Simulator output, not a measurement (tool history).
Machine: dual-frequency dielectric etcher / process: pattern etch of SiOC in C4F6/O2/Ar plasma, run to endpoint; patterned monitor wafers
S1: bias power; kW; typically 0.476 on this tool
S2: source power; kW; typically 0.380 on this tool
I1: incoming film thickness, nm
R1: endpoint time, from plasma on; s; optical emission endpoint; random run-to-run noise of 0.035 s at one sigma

run,hour,S1,S2,I1,R1
1,0.0,0.501,0.380,34.88,11.6
2,101.7,0.476,0.380,34.88,11.8
3,204.6,0.476,0.380,34.70,11.8
# hour 266.4: wet clean of the chamber
4,266.9,0.476,0.380,35.17,11.9
5,295.9,0.476,0.380,34.78,11.8
6,385.0,0.476,0.380,34.68,11.8
7,585.3,0.476,0.380,34.82,11.8
# hour 634.8: wet clean of the chamber
8,635.3,0.476,0.380,34.92,11.9
9,720.8,0.476,0.380,34.88,12.0
10,769.1,0.476,0.380,34.90,12.0
11,965.9,0.476,0.380,35.23,12.0
# hour 1014.9: source power generator calibrated
# hour 1016.5: wet clean of the chamber
12,1035.6,0.476,0.380,35.21,11.7
# hour 1075.9: bias power generator calibrated
13,1127.1,0.420,0.380,34.72,12.2
14,1200.6,0.424,0.340,35.14,12.7
15,1271.5,0.377,0.440,34.84,11.8
16,1328.1,0.583,0.380,34.84,11.1
17,1412.0,0.476,0.380,34.73,11.8
# hour 1446.5: wet clean of the chamber
18,1482.9,0.398,0.380,35.05,12.4
# hour 1511.2: upper electrode replaced
19,1783.8,0.476,0.380,34.76,11.7
# hour 1839.4: wet clean of the chamber
20,1849.5,0.534,0.410,34.86,11.1
21,1895.6,0.508,0.290,34.81,12.8
22,1937.4,0.372,0.330,34.96,13.3

Branching from run 22: 3 alternative next runs. What would each branch give?
A,1937.8,0.555,0.380,34.87,?
B,1937.8,0.591,0.350,34.87,?
C,1937.8,0.415,0.330,34.87,?

run,R1
A,11.3
B,11.4
C,12.9
Stripped of hidden state, with their random variation kept, the same runs would have yielded:
run,R1
A,11.2
B,11.4
C,12.8
